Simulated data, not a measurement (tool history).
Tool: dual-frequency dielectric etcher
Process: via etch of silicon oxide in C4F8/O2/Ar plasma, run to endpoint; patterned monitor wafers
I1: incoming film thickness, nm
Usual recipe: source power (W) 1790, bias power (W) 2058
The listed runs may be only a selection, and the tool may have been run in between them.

Run 1, hour 0.0: usual settings but bias power (W) 1917; I1 1471.7. Result: endpoint time (s) 320.3.
Run 2, hour 56.2: usual settings; I1 1474.0. Result: endpoint time (s) 315.2.
Run 3, hour 86.0: usual settings; I1 1458.9. Result: endpoint time (s) 314.4.
At hour 141.8: wet clean of the chamber.
Run 4, hour 142.3: usual settings; I1 1462.5. Result: endpoint time (s) 302.6.
Run 5, hour 185.9: usual settings but bias power (W) 1660; I1 1480.2. Result: endpoint time (s) 325.4.
Run 6, hour 211.9: usual settings but bias power (W) 1660; I1 1474.6. Result: endpoint time (s) 325.9.
Run 7, hour 243.2: usual settings but bias power (W) 2438; I1 1482.7. Result: endpoint time (s) 297.1.
Run 8, hour 312.7: usual settings; I1 1472.7. Result: endpoint time (s) 309.2.
Run 9, hour 373.2: usual settings; I1 1462.4. Result: endpoint time (s) 309.7.
Run 10, hour 402.1: usual settings; I1 1481.3. Result: endpoint time (s) 309.4.
Run 11, hour 465.4: usual settings but source power (W) 1900, bias power (W) 2309; I1 1467.1. Result: endpoint time (s) 297.3.
Run 12, hour 506.0: usual settings; I1 1482.2. Result: endpoint time (s) 319.6.
Run 13, hour 535.3: usual settings but source power (W) 2120, bias power (W) 2336; I1 1472.4. Result: endpoint time (s) 289.8.
At hour 574.9: upper electrode replaced.
At hour 580.4: wet clean of the chamber.
Run 14, hour 607.3: usual settings but source power (W) 2090, bias power (W) 2405; I1 1456.7. Result: endpoint time (s) 274.1.
Run 15, hour 641.6: usual settings but source power (W) 1420, bias power (W) 1600; I1 1479.2. Result: endpoint time (s) 357.3.
Run 16, hour 670.3: usual settings but source power (W) 1500, bias power (W) 1653; I1 1479.9. Result: endpoint time (s) 351.3.
Run 17, hour 719.1: usual settings but source power (W) 1920, bias power (W) 1572; I1 1484.9. Result: endpoint time (s) 321.4.
Run 18, hour 749.4: usual settings but source power (W) 2200, bias power (W) 1849; I1 1475.6. Result: endpoint time (s) 295.0.
Run 19, hour 805.9: usual settings but source power (W) 1920, bias power (W) 2193; I1 1473.4. Result: endpoint time (s) 299.6.
Run 20, hour 837.4: usual settings but source power (W) 1660, bias power (W) 2516; I1 1464.9. Result: endpoint time (s) 299.7.
At hour 863.4: source power generator calibrated.
Run 21, hour 867.5: usual settings but source power (W) 2200, bias power (W) 1849; I1 1482.0. Result: endpoint time (s) 301.1.
Run 22, hour 911.6: usual settings but source power (W) 1630, bias power (W) 2503; I1 1476.2. Result: endpoint time (s) 310.1.
Run 23, hour 939.0: usual settings; I1 1480.9. Result: endpoint time (s) 315.6.
Run 24, hour 1002.6: usual settings but bias power (W) 2345; I1 1481.4. Result: endpoint time (s) 307.5.
At hour 1018.6: bias power generator calibrated.
Run 25, hour 1065.5: usual settings; I1 1459.5. Result: endpoint time (s) 315.5.
Run 26, hour 1121.6: usual settings; I1 1488.4. Result: endpoint time (s) 328.8.
At hour 1159.1: wet clean of the chamber.
Run 27, hour 1180.0: usual settings; I1 1480.6. Result: endpoint time (s) 308.5.
Run 28, hour 1228.5: usual settings but source power (W) 1580, bias power (W) 1847; I1 1475.1. Result: endpoint time (s) 330.4.
Run 29, hour 1298.2: usual settings but bias power (W) 1660; I1 1480.5. Result: endpoint time (s) 328.9.
Run 30, hour 1363.2: usual settings but source power (W) 1640; I1 1466.0. Result: endpoint time (s) 320.0.
Run 31, hour 1426.0: usual settings; I1 1470.8. Result: endpoint time (s) 311.1.
Run 32, hour 1465.4: usual settings but source power (W) 1620, bias power (W) 1830; I1 1476.6. Result: endpoint time (s) 335.6.
Run 33, hour 1511.7: usual settings but source power (W) 1630, bias power (W) 2343; I1 1472.2. Result: endpoint time (s) 316.3.
Run 34, hour 1574.6: usual settings but source power (W) 1950, bias power (W) 1872; I1 1479.9. Result: endpoint time (s) 316.1.
Run 35, hour 1635.4: usual settings but source power (W) 2180, bias power (W) 1859; I1 1460.7. Result: endpoint time (s) 299.3.
At hour 1721.7: wet clean of the chamber.
Run 36, hour 1794.7: usual settings but source power (W) 1990, bias power (W) 1791; I1 1472.4. Result: endpoint time (s) 305.8.

Each row is a separate what-if for the run after 36, all from the same tool condition, not one after another. Results?
Run A, hour 1795.2: usual settings but source power (W) 1650; I1 1467.5. Result: endpoint time (s) ?.
Run B, hour 1795.2: usual settings but source power (W) 1350, bias power (W) 2498; I1 1467.5. Result: endpoint time (s) ?.
Run C, hour 1795.2: usual settings but source power (W) 2070; I1 1467.5. Result: endpoint time (s) ?.

run  endpoint time (s)
  A              315.7
  B              322.3
  C              289.3
With no hidden state in the tool, these same runs would have given:
run  endpoint time (s)
  A              313.9
  B              320.4
  C              287.6

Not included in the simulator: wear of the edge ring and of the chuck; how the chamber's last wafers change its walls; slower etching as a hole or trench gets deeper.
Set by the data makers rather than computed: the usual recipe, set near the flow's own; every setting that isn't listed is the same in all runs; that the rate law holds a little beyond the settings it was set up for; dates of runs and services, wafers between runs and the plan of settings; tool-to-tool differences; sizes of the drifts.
